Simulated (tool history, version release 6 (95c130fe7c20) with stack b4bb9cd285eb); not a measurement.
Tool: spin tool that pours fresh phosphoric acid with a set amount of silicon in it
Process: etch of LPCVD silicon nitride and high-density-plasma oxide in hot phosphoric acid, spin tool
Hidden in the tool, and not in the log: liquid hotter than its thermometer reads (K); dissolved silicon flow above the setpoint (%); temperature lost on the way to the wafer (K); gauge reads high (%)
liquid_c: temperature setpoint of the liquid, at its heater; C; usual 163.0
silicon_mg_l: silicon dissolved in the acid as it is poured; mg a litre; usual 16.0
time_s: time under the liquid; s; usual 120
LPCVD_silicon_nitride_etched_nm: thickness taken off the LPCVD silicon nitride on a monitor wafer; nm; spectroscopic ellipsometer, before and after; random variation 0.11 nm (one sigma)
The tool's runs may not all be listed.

| run | hour | liquid_c | silicon_mg_l | time_s | wafers since the last listed run | hours since the thermometer was replaced | hours since the dissolved silicon flow meter was replaced | hours since the heated supply line was repaired | hours since the gauge calibration | read-back film thickness of the LPCVD silicon nitride reference wafer, read on the same gauge (nm) | LPCVD_silicon_nitride_etched_nm |
|---|---|---|---|---|---|---|---|---|---|---|---|
| 1 | 0.0 | 164.5 | 21.5 | 150 | 0 | 893.5 | 987.2 | 1230.4 | 874.8 | 39.99 | 13.73 |
| 2 | 96.8 | 163.0 | 11.0 | 120 | 1244 | 990.3 | 1084.0 | 1327.2 | 971.6 | 40.00 | 10.52 |
|  | 130.5 | thermometer replaced |
| 3 | 148.7 | 163.0 | 27.0 | 90 | 654 | 18.2 | 1135.9 | 1379.1 | 1023.5 | 40.01 | 7.61 |
| 4 | 231.8 | 165.0 | 16.0 | 120 | 1068 | 101.3 | 1219.0 | 1462.2 | 1106.6 | 40.01 | 11.11 |
| 5 | 291.6 | 163.0 | 16.0 | 120 | 768 | 161.1 | 1278.8 | 1522.0 | 1166.4 | 40.01 | 10.20 |
| 6 | 596.4 | 163.0 | 5.0 | 120 | 3919 | 465.9 | 1583.6 | 1826.8 | 1471.2 | 40.01 | 10.10 |
| 7 | 640.1 | 161.5 | 23.0 | 85 | 561 | 509.6 | 1627.3 | 1870.5 | 1514.9 | 40.01 | 6.74 |
|  | 689.7 | heated supply line repaired |
| 8 | 699.5 | 163.0 | 16.0 | 120 | 750 | 569.0 | 1686.7 | 9.8 | 1574.3 | 40.00 | 11.18 |
|  | 777.4 | dissolved silicon flow meter replaced |
| 9 | 798.2 | 163.0 | 16.0 | 55 | 1256 | 667.7 | 20.8 | 108.5 | 1673.0 | 40.01 | 5.11 |
| 10 | 876.4 | 160.5 | 16.0 | 190 | 1005 | 745.9 | 99.0 | 186.7 | 1751.2 | 39.99 | 16.24 |
| 11 | 981.2 | 163.0 | 23.0 | 120 | 1347 | 850.7 | 203.8 | 291.5 | 1856.0 | 40.00 | 11.01 |
| 12 | 1049.2 | 163.0 | 16.0 | 120 | 874 | 918.7 | 271.8 | 359.5 | 1924.0 | 40.01 | 11.05 |
| 13 | 1097.4 | 164.5 | 7.0 | 185 | 619 | 966.9 | 320.0 | 407.7 | 1972.2 | 40.00 | 17.57 |
|  | 1181.6 | thermometer replaced |
| 14 | 1196.9 | 165.0 | 16.0 | 120 | 1266 | 15.3 | 419.5 | 507.2 | 2071.7 | 39.97 | 11.57 |
| 15 | 1246.5 | 163.0 | 16.0 | 120 | 637 | 64.9 | 469.1 | 556.8 | 2121.3 | 39.98 | 10.91 |
| 16 | 1316.7 | 163.0 | 24.5 | 120 | 902 | 135.1 | 539.3 | 627.0 | 2191.5 | 40.03 | 10.81 |
| 17 | 1388.4 | 165.5 | 16.0 | 120 | 921 | 206.8 | 611.0 | 698.7 | 2263.2 | 40.01 | 11.56 |
| 18 | 1476.9 | 160.5 | 7.0 | 160 | 1138 | 295.3 | 699.5 | 787.2 | 2351.7 | 39.98 | 13.04 |
| 19 | 1515.6 | 163.0 | 16.0 | 120 | 497 | 334.0 | 738.2 | 825.9 | 2390.4 | 40.01 | 10.51 |
| 20 | 1589.1 | 165.0 | 26.0 | 100 | 945 | 407.5 | 811.7 | 899.4 | 2463.9 | 40.00 | 9.31 |

Forecast each of these 5 alternatives for the next run:
| A | 1589.6 | 163.0 | 16.0 | 90 | 6 | 408.0 | 812.2 | 899.9 | 2464.4 | ? | ? |
| B | 1589.6 | 162.0 | 12.5 | 65 | 6 | 408.0 | 812.2 | 899.9 | 2464.4 | ? | ? |
| C | 1589.6 | 163.0 | 16.0 | 85 | 6 | 408.0 | 812.2 | 899.9 | 2464.4 | ? | ? |
| D | 1589.6 | 163.0 | 28.5 | 185 | 6 | 408.0 | 812.2 | 899.9 | 2464.4 | ? | ? |
| E | 1589.6 | 163.0 | 16.0 | 165 | 6 | 408.0 | 812.2 | 899.9 | 2464.4 | ? | ? |

| run | read-back film thickness of the LPCVD silicon nitride reference wafer, read on the same gauge (nm) | LPCVD_silicon_nitride_etched_nm |
|---|---|---|
| A | 39.99 | 7.98 |
| B | 39.99 | 5.57 |
| C | 39.99 | 7.54 |
| D | 39.99 | 16.41 |
| E | 39.99 | 14.63 |
Without the tool's hidden state the same runs would have given:
| run | LPCVD_silicon_nitride_etched_nm |
|---|---|
| A | 8.61 |
| B | 6.01 |
| C | 8.13 |
| D | 17.69 |
| E | 15.78 |
